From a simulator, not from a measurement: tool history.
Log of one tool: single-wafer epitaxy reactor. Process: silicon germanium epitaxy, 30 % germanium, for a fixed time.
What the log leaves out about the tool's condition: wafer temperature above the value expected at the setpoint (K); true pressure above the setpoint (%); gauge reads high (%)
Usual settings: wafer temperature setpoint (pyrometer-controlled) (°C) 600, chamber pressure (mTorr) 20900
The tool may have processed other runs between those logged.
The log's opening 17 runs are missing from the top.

run	hour	wafer temperature setpoint (pyrometer-controlled) (°C)	chamber pressure (mTorr)	wafers since the last listed run	hours since the last pyrometer calibration	hours since the last manometer calibration	hours since the showerhead was replaced	hours since the gauge calibration	read-back reference wafer on the same gauge, thickness_nm	mean film thickness on the monitor wafer (Å)
18	435.8	600	20900	140	133.6	2483.3	7232.8	1014.2	59.178	601.47
# hour 445.3: showerhead replaced
19	529.0	608	19300	936	226.8	2576.5	83.7	1107.4	59.204	672.00
20	541.9	610	20900	141	239.7	2589.4	96.6	1120.3	59.240	707.32
# hour 575.6: capacitance manometer re-zeroed and calibrated
21	576.6	595	18100	293	274.4	1.0	131.3	1155.0	59.171	522.07
# hour 591.5: gauge calibrated
22	602.5	586	23000	284	300.3	26.9	157.2	11.0	59.206	485.23
23	698.2	609	19300	1051	396.0	122.6	252.9	106.7	59.193	668.48
24	729.5	600	19000	343	427.3	153.9	284.2	138.0	59.193	577.90
25	757.2	608	22600	304	455.0	181.6	311.9	165.7	59.217	690.72
26	783.5	600	20900	289	481.3	207.9	338.2	192.0	59.227	595.47
27	813.7	600	19100	331	511.5	238.1	368.4	222.2	59.198	581.07
28	830.2	611	17600	181	528.0	254.6	384.9	238.7	59.202	672.79
29	859.8	613	20900	325	557.6	284.2	414.5	268.3	59.188	731.99
30	893.7	613	19300	372	591.5	318.1	448.4	302.2	59.229	713.98
31	917.4	592	25000	260	615.2	341.8	472.1	325.9	59.192	554.75
32	934.7	600	20900	190	632.5	359.1	489.4	343.2	59.161	596.10
33	960.9	600	20900	287	658.7	385.3	515.6	369.4	59.182	598.38
34	985.2	600	20900	267	683.0	409.6	539.9	393.7	59.214	598.94
35	1056.5	595	24300	783	754.3	480.9	611.2	465.0	59.166	580.57

Each row is a separate what-if for the run after 35, all from the same tool condition, not one after another. Results?
A	1056.9	600	20900	4	754.7	481.3	611.6	465.4	?	?
B	1056.9	600	17800	4	754.7	481.3	611.6	465.4	?	?
C	1056.9	596	17400	4	754.7	481.3	611.6	465.4	?	?
D	1056.9	600	18800	4	754.7	481.3	611.6	465.4	?	?

run	read-back reference wafer on the same gauge, thickness_nm	mean film thickness on the monitor wafer (Å)
A	59.176	600.23
B	59.176	572.20
C	59.176	532.96
D	59.176	581.46
What these runs would have given with no unlogged condition in the tool:
run	mean film thickness on the monitor wafer (Å)
A	589.53
B	562.00
C	523.39
D	571.10
